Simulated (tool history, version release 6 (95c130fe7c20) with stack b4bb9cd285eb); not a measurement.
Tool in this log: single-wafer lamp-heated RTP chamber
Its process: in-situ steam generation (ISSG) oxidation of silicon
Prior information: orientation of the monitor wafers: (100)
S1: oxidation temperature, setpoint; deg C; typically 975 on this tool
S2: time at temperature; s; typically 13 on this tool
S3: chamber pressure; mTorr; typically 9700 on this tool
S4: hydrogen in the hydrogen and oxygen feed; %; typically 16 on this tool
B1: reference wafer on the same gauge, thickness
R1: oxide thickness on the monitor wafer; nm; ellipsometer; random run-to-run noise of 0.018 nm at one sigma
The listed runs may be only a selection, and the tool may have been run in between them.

Run 1, hour 0: usual settings but S3 9400 mTorr; B1 3.09. Result: R1 3.713 nm.
Run 2, hour 12.1: usual settings; B1 3.087. Result: R1 3.719 nm.
Run 3, hour 31.1: usual settings; B1 3.09. Result: R1 3.775 nm.
Run 4, hour 64.1: usual settings; B1 3.087. Result: R1 3.781 nm.
Run 5, hour 83.1: usual settings; B1 3.09. Result: R1 3.774 nm.
Run 6, hour 111.5: usual settings; B1 3.088. Result: R1 3.79 nm.
Run 7, hour 143.3: usual settings but S2 15 s, S3 8600 mTorr; B1 3.091. Result: R1 4.072 nm.
Run 8, hour 173.6: usual settings but S2 15 s, S3 8600 mTorr; B1 3.089. Result: R1 4.103 nm.
Run 9, hour 207.3: usual settings but S2 15 s, S3 8600 mTorr; B1 3.091. Result: R1 4.067 nm.
Run 10, hour 221.7: usual settings but S2 12 s; B1 3.087. Result: R1 3.653 nm.
Run 11, hour 255.8: usual settings but S1 964 deg C; B1 3.085. Result: R1 3.587 nm.
Run 12, hour 284.7: usual settings but S1 979 deg C; B1 3.093. Result: R1 3.8 nm.
Run 13, hour 305.4: usual settings but S2 8 s; B1 3.089. Result: R1 3.06 nm.
Run 14, hour 322.8: usual settings but S3 10200 mTorr; B1 3.093. Result: R1 3.693 nm.
Run 15, hour 342.3: usual settings; B1 3.093. Result: R1 3.756 nm.
Run 16, hour 377.5: usual settings but S1 962 deg C, S2 17 s, S3 8500 mTorr, S4 11 %; B1 3.086. Result: R1 3.812 nm.
Run 17, hour 410: usual settings; B1 3.093. Result: R1 3.822 nm.
Run 18, hour 438.4: usual settings; B1 3.091. Result: R1 3.734 nm.
Run 19, hour 468.9: usual settings but S1 985 deg C, S2 11 s, S3 8500 mTorr; B1 3.093. Result: R1 3.612 nm.
Run 20, hour 481.6: usual settings but S1 968 deg C, S2 8 s, S3 10200 mTorr; B1 3.084. Result: R1 3.003 nm.
Run 21, hour 515.6: usual settings but S1 957 deg C, S2 16 s; B1 3.093. Result: R1 3.867 nm.
Run 22, hour 542.8: usual settings but S2 15 s, S3 9000 mTorr, S4 13 %; B1 3.095. Result: R1 3.887 nm.
Run 23, hour 563.5: usual settings but S2 9 s, S3 8300 mTorr; B1 3.094. Result: R1 3.283 nm.
Run 24, hour 575.8: usual settings but S3 8200 mTorr; B1 3.092. Result: R1 3.899 nm.
Run 25, hour 599.2: usual settings but S1 985 deg C, S2 17 s, S4 11 %; B1 3.093. Result: R1 4.095 nm.
Run 26, hour 614.4: usual settings but S1 989 deg C, S4 13 %; B1 3.092. Result: R1 3.832 nm.
Run 27, hour 632.2: usual settings but S1 958 deg C, S4 26 %; B1 3.093. Result: R1 4.047 nm.
Run 28, hour 658.3: usual settings but S2 15 s, S3 10200 mTorr, S4 11 %; B1 3.099. Result: R1 3.633 nm.
Run 29, hour 688.8: usual settings but S4 11 %; B1 3.09. Result: R1 3.477 nm.
Run 30, hour 709.9: usual settings but S1 986 deg C, S3 8500 mTorr, S4 26 %; B1 3.09. Result: R1 4.474 nm.
Run 31, hour 733.9: usual settings but S1 983 deg C, S4 12 %; B1 3.092. Result: R1 3.655 nm.

Not shown here: 6 entries made in the log between runs. Locate each between two listed runs and compare the hidden state at the listed run before it with the hidden state at the listed run after it:
Logged between run 7 and run 8: gauge calibrated (hour 150.5)
  true wafer temperature minus pyrometer reading, K: 9.52 -> 9.99
  measured less the result without the state, R1: +0.124 -> +0.131 nm
Logged between run 8 and run 9: pressure gauge zeroed (hour 200.5)
  true wafer temperature minus pyrometer reading, K: 9.99 -> 10.3
  measured less the result without the state, R1: +0.131 -> +0.134 nm
Logged between run 10 and run 11: hydrogen flow controller replaced (hour 235.5); pyrometer window cleaned and pyrometer calibrated (hour 238.6)
  true wafer temperature minus pyrometer reading, K: 10.4 -> 2.32
  measured less the result without the state, R1: +0.111 -> +0.022 nm
Logged between run 17 and run 18: pyrometer window cleaned and pyrometer calibrated (hour 433.9)
  true wafer temperature minus pyrometer reading, K: 9.64 -> 2.3
  measured less the result without the state, R1: +0.111 -> +0.025 nm
Logged between run 27 and run 28: pyrometer window cleaned and pyrometer calibrated (hour 651.3)
  true wafer temperature minus pyrometer reading, K: 11.5 -> 2.62
  measured less the result without the state, R1: +0.127 -> +0.029 nm

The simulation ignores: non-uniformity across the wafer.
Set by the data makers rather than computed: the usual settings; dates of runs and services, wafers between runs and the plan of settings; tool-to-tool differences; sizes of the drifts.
